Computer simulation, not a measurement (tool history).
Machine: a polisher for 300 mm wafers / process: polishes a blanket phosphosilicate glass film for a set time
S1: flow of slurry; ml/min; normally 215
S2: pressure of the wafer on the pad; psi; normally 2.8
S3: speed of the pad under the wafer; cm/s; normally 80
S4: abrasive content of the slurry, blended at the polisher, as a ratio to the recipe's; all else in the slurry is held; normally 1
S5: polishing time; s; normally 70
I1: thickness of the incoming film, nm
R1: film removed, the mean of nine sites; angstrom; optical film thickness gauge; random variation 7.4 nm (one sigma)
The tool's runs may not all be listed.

run	hour	S1	S2	S3	S4	S5	I1	R1
1	0	215	2.8	80	1	70	3469.3	4473
# hour 8.8: worn pad replaced by a new one
# hour 124.1: slurry nozzle cleaned
# hour 137.6: conditioning disc replaced and pad reconditioned
2	140.3	215	2.6	80	1	70	3440	4843
3	204.6	215	2.6	80	1	70	3440.8	4528
# hour 239.1: head pressure recalibrated
4	296.9	215	2.8	80	1	70	3467.2	4567
# hour 333.3: worn pad replaced by a new one
# hour 369.6: slurry blender recalibrated
5	372.2	215	2.8	80	1	70	3425.6	4674
6	456.5	215	2.8	80	1	70	3457.6	4599
7	494.8	215	2.8	80	1	70	3477.6	4452
# hour 506.9: slurry nozzle cleaned
# hour 562.2: conditioning disc replaced and pad reconditioned
# hour 724.1: worn pad replaced by a new one
# hour 771.1: slurry blender recalibrated
8	794.8	215	2.8	80	1	70	3377.8	4557
9	833.8	215	2.8	80	1	70	3407.9	4471
# hour 851.7: slurry nozzle cleaned
10	885.5	250	2.8	80	1	70	3401.3	4650
11	968.2	160	2.3	88	1	60	3368.7	3425
# hour 1009.7: conditioning disc replaced and pad reconditioned
12	1018.5	245	3.3	80	1.15	70	3399.5	6143
# hour 1033.6: worn pad replaced by a new one
13	1060.3	270	2.8	80	0.75	70	3444.4	4242
# hour 1141.9: slurry nozzle cleaned
14	1166.7	215	2.8	92	0.75	70	3420.5	4362
# hour 1185.9: head pressure recalibrated
15	1251.3	215	2.8	80	1.25	70	3420	4954
# hour 1293.6: slurry blender recalibrated
# hour 1353.9: worn pad replaced by a new one
16	1359	215	2.8	80	1	70	3477	4442
17	1425	215	2.6	80	1	70	3430.3	4123
# hour 1456.3: conditioning disc replaced and pad reconditioned
# hour 1460.7: slurry nozzle cleaned
18	1518.8	215	2.8	80	1	70	3392.1	4922
19	1582.9	185	2.5	108	1	54	3409.8	3896
20	1627	190	2.8	80	1	87	3397.8	5528
21	1701.9	160	3.4	102	1	70	3441.1	5819

Forecast each of these 5 alternatives for the next run:
A	1702.3	215	2.8	80	1	84	3390.7	?
B	1702.3	215	3.5	68	1	70	3390.7	?
C	1702.3	150	2.5	66	1.1	70	3390.7	?
D	1702.3	215	2.8	80	0.85	70	3390.7	?
E	1702.3	215	2.8	80	0.9	70	3390.7	?

run	R1
A	5414
B	4779
C	3643
D	4182
E	4298
The same runs, with their run-to-run variation unchanged, on a tool lacking any hidden condition would have given:
run	R1
A	6236
B	5524
C	4087
D	4817
E	4951

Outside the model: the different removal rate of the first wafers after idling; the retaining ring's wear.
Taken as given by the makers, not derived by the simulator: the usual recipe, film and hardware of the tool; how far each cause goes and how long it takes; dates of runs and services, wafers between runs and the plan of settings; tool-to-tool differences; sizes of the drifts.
